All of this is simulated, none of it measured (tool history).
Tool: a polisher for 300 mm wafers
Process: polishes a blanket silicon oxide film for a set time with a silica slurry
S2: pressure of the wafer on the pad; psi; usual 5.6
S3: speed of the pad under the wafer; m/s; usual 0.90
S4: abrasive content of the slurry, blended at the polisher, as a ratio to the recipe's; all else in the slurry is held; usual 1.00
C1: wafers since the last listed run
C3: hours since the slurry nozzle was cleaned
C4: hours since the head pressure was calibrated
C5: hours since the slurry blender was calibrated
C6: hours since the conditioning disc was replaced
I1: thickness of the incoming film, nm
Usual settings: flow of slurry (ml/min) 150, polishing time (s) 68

{"run": 1, "hour": 0.0, "flow of slurry (ml/min)": 115, "S2": 5.6, "S3": 0.9, "S4": 1.0, "polishing time (s)": 68, "C1": 0, "wafers polished on this pad": 63, "C3": 143.3, "C4": 582.6, "C5": 310.5, "C6": 41.3, "I1": 1135.2, "film removed (nm)": 204.3}
{"run": 2, "hour": 11.1, "flow of slurry (ml/min)": 115, "S2": 5.6, "S3": 0.9, "S4": 1.0, "polishing time (s)": 68, "C1": 157, "wafers polished on this pad": 221, "C3": 154.4, "C4": 593.7, "C5": 321.6, "C6": 52.4, "I1": 1151.6, "film removed (nm)": 205.4}
{"run": 3, "hour": 24.7, "flow of slurry (ml/min)": 150, "S2": 5.6, "S3": 0.9, "S4": 1.0, "polishing time (s)": 58, "C1": 192, "wafers polished on this pad": 414, "C3": 168.0, "C4": 607.3, "C5": 335.2, "C6": 66.0, "I1": 1153.0, "film removed (nm)": 184.7}
{"run": 4, "hour": 31.8, "flow of slurry (ml/min)": 150, "S2": 5.6, "S3": 0.9, "S4": 1.0, "polishing time (s)": 58, "C1": 100, "wafers polished on this pad": 514, "C3": 175.1, "C4": 614.4, "C5": 342.3, "C6": 73.1, "I1": 1157.2, "film removed (nm)": 186.3}
{"run": 5, "hour": 47.9, "flow of slurry (ml/min)": 150, "S2": 6.7, "S3": 0.9, "S4": 1.0, "polishing time (s)": 68, "C1": 228, "wafers polished on this pad": 743, "C3": 191.2, "C4": 630.5, "C5": 358.4, "C6": 89.2, "I1": 1147.9, "film removed (nm)": 254.2}
{"hour": 61.3, "done": "conditioning disc replaced and pad reconditioned, repeated, since the last time left the tool worse"}
{"run": 6, "hour": 61.8, "flow of slurry (ml/min)": 150, "S2": 6.7, "S3": 0.9, "S4": 1.0, "polishing time (s)": 68, "C1": 168, "wafers polished on this pad": 912, "C3": 205.1, "C4": 644.4, "C5": 372.3, "C6": 0.5, "I1": 1174.1, "film removed (nm)": 289.9}
{"run": 7, "hour": 68.6, "flow of slurry (ml/min)": 150, "S2": 6.7, "S3": 0.9, "S4": 1.0, "polishing time (s)": 68, "C1": 96, "wafers polished on this pad": 1008, "C3": 211.9, "C4": 651.2, "C5": 379.1, "C6": 7.3, "I1": 1158.7, "film removed (nm)": 287.9}
{"hour": 85.2, "done": "worn pad replaced by a new one"}
{"run": 8, "hour": 85.7, "flow of slurry (ml/min)": 150, "S2": 5.6, "S3": 0.9, "S4": 1.0, "polishing time (s)": 68, "C1": 185, "wafers polished on this pad": 7, "C3": 229.0, "C4": 668.3, "C5": 396.2, "C6": 24.4, "I1": 1162.0, "film removed (nm)": 237.9}
{"run": 9, "hour": 99.3, "flow of slurry (ml/min)": 150, "S2": 5.6, "S3": 0.9, "S4": 1.0, "polishing time (s)": 68, "C1": 192, "wafers polished on this pad": 199, "C3": 242.6, "C4": 681.9, "C5": 409.8, "C6": 38.0, "I1": 1176.4, "film removed (nm)": 235.0}
{"run": 10, "hour": 114.0, "flow of slurry (ml/min)": 150, "S2": 5.6, "S3": 0.9, "S4": 1.0, "polishing time (s)": 68, "C1": 208, "wafers polished on this pad": 408, "C3": 257.3, "C4": 696.6, "C5": 424.5, "C6": 52.7, "I1": 1183.1, "film removed (nm)": 234.5}
{"run": 11, "hour": 127.4, "flow of slurry (ml/min)": 150, "S2": 7.5, "S3": 0.76, "S4": 1.0, "polishing time (s)": 78, "C1": 190, "wafers polished on this pad": 598, "C3": 270.7, "C4": 710.0, "C5": 437.9, "C6": 66.1, "I1": 1161.3, "film removed (nm)": 313.2}
{"run": 12, "hour": 135.3, "flow of slurry (ml/min)": 150, "S2": 5.6, "S3": 0.9, "S4": 1.0, "polishing time (s)": 68, "C1": 112, "wafers polished on this pad": 710, "C3": 278.6, "C4": 717.9, "C5": 445.8, "C6": 74.0, "I1": 1176.1, "film removed (nm)": 235.9}
{"hour": 136.8, "done": "slurry nozzle cleaned"}
{"hour": 152.4, "done": "slurry blender recalibrated"}
{"run": 13, "hour": 152.9, "flow of slurry (ml/min)": 180, "S2": 5.6, "S3": 0.9, "S4": 1.0, "polishing time (s)": 68, "C1": 207, "wafers polished on this pad": 917, "C3": 16.1, "C4": 735.5, "C5": 0.5, "C6": 91.6, "I1": 1147.7, "film removed (nm)": 239.6}
{"run": 14, "hour": 167.5, "flow of slurry (ml/min)": 150, "S2": 6.1, "S3": 1.02, "S4": 1.0, "polishing time (s)": 76, "C1": 207, "wafers polished on this pad": 1124, "C3": 30.7, "C4": 750.1, "C5": 15.1, "C6": 106.2, "I1": 1155.8, "film removed (nm)": 310.7}
{"hour": 175.9, "done": "head pressure recalibrated"}
{"hour": 184.4, "done": "worn pad replaced by a new one"}
{"run": 15, "hour": 184.9, "flow of slurry (ml/min)": 165, "S2": 5.6, "S3": 0.9, "S4": 1.0, "polishing time (s)": 85, "C1": 161, "wafers polished on this pad": 6, "C3": 48.1, "C4": 9.0, "C5": 32.5, "C6": 123.6, "I1": 1182.0, "film removed (nm)": 292.8}
{"run": 16, "hour": 191.1, "flow of slurry (ml/min)": 150, "S2": 4.8, "S3": 0.9, "S4": 1.15, "polishing time (s)": 55, "C1": 87, "wafers polished on this pad": 94, "C3": 54.3, "C4": 15.2, "C5": 38.7, "C6": 129.8, "I1": 1154.0, "film removed (nm)": 167.5}
{"run": 17, "hour": 204.2, "flow of slurry (ml/min)": 150, "S2": 5.6, "S3": 0.9, "S4": 1.25, "polishing time (s)": 68, "C1": 185, "wafers polished on this pad": 280, "C3": 67.4, "C4": 28.3, "C5": 51.8, "C6": 142.9, "I1": 1161.1, "film removed (nm)": 246.8}
{"run": 18, "hour": 216.7, "flow of slurry (ml/min)": 150, "S2": 5.6, "S3": 0.9, "S4": 1.0, "polishing time (s)": 48, "C1": 177, "wafers polished on this pad": 457, "C3": 79.9, "C4": 40.8, "C5": 64.3, "C6": 155.4, "I1": 1149.9, "film removed (nm)": 160.0}
{"hour": 229.0, "done": "conditioning disc replaced and pad reconditioned"}
{"run": 19, "hour": 233.8, "flow of slurry (ml/min)": 150, "S2": 5.6, "S3": 0.9, "S4": 1.0, "polishing time (s)": 68, "C1": 214, "wafers polished on this pad": 671, "C3": 97.0, "C4": 57.9, "C5": 81.4, "C6": 4.8, "I1": 1173.5, "film removed (nm)": 244.0}
{"run": 20, "hour": 239.9, "flow of slurry (ml/min)": 150, "S2": 5.6, "S3": 1.14, "S4": 0.7, "polishing time (s)": 68, "C1": 86, "wafers polished on this pad": 758, "C3": 103.1, "C4": 64.0, "C5": 87.5, "C6": 10.9, "I1": 1152.7, "film removed (nm)": 260.8}
{"run": 21, "hour": 248.8, "flow of slurry (ml/min)": 150, "S2": 6.5, "S3": 1.16, "S4": 1.0, "polishing time (s)": 68, "C1": 126, "wafers polished on this pad": 884, "C3": 112.0, "C4": 72.9, "C5": 96.4, "C6": 19.8, "I1": 1157.0, "film removed (nm)": 343.8}
{"hour": 259.2, "done": "worn pad replaced by a new one"}
{"run": 22, "hour": 278.7, "flow of slurry (ml/min)": 150, "S2": 7.2, "S3": 0.9, "S4": 1.25, "polishing time (s)": 68, "C1": 367, "wafers polished on this pad": 276, "C3": 141.9, "C4": 102.8, "C5": 126.3, "C6": 49.7, "I1": 1148.3, "film removed (nm)": 329.8}
{"run": 23, "hour": 292.2, "flow of slurry (ml/min)": 150, "S2": 5.6, "S3": 1.18, "S4": 1.15, "polishing time (s)": 61, "C1": 191, "wafers polished on this pad": 467, "C3": 155.4, "C4": 116.3, "C5": 139.8, "C6": 63.2, "I1": 1151.0, "film removed (nm)": 273.2}
{"run": 24, "hour": 307.4, "flow of slurry (ml/min)": 115, "S2": 5.6, "S3": 0.9, "S4": 0.75, "polishing time (s)": 91, "C1": 215, "wafers polished on this pad": 683, "C3": 170.6, "C4": 131.5, "C5": 155.0, "C6": 78.4, "I1": 1178.2, "film removed (nm)": 265.9}
{"run": 25, "hour": 317.3, "flow of slurry (ml/min)": 150, "S2": 5.6, "S3": 0.9, "S4": 1.0, "polishing time (s)": 68, "C1": 140, "wafers polished on this pad": 823, "C3": 180.5, "C4": 141.4, "C5": 164.9, "C6": 88.3, "I1": 1161.7, "film removed (nm)": 237.0}

Forecast run 26:
{"run": 26, "hour": 329.5, "flow of slurry (ml/min)": 150, "S2": 5.6, "S3": 0.9, "S4": 1.15, "polishing time (s)": 68, "C1": 173, "wafers polished on this pad": 996, "C3": 192.7, "C4": 153.6, "C5": 177.1, "C6": 100.5, "I1": 1154.3, "film removed (nm)": "?"}

{"run 26": {"film removed (nm)": 247.2}}
Without the tool's hidden state the same run would have given film removed (nm) 258.8.
